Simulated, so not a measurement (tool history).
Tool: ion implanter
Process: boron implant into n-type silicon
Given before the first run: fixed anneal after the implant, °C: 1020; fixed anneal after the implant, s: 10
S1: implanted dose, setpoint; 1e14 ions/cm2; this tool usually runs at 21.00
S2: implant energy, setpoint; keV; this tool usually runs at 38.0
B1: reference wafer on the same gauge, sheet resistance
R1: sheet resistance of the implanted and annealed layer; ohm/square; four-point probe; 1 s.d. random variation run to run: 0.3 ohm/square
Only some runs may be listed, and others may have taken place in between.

run,day,S1,S2,B1,R1
1,0.000,21.00,33.5,72.09,60.33
2,1.658,21.00,33.5,72.13,60.78
3,3.492,21.00,33.5,72.12,60.58
4,5.650,17.70,38.0,71.97,66.72
5,7.321,17.70,38.0,72.17,67.30
6,8.338,17.70,38.0,72.02,67.25
7,11.121,21.00,38.0,72.08,59.36
8,12.604,21.00,38.0,72.11,59.53
# day 14.288: gauge calibrated
9,14.604,21.00,38.0,72.10,59.16
# day 15.896: Faraday cup replaced and dose calibrated
10,17.221,23.98,38.0,72.08,55.83
11,19.421,26.36,38.0,72.19,53.16
12,20.588,14.95,38.0,72.13,78.66
13,22.704,21.00,51.0,72.09,59.08
# day 24.583: extraction supply calibrated
14,27.679,21.00,38.0,72.11,61.22
15,30.192,15.94,30.5,72.11,76.58
16,32.825,14.82,30.5,72.09,80.81
17,33.875,23.98,38.0,72.09,55.40
18,36.217,25.12,38.0,72.02,53.77
19,38.654,21.00,33.5,72.13,61.03
20,40.354,21.00,27.5,72.10,64.24

Forecast each of these 4 alternatives for the next run:
A,40.371,21.00,38.0,?,?
B,40.371,18.52,48.0,?,?
C,40.371,23.36,43.5,?,?
D,40.371,24.53,45.5,?,?

run,B1,R1
A,72.02,60.71
B,72.02,65.01
C,72.02,55.22
D,72.02,53.01
Take away the tool's hidden state, keep each run's random variation, and the runs would have read:
run,R1
A,61.53
B,65.98
C,55.95
D,53.70
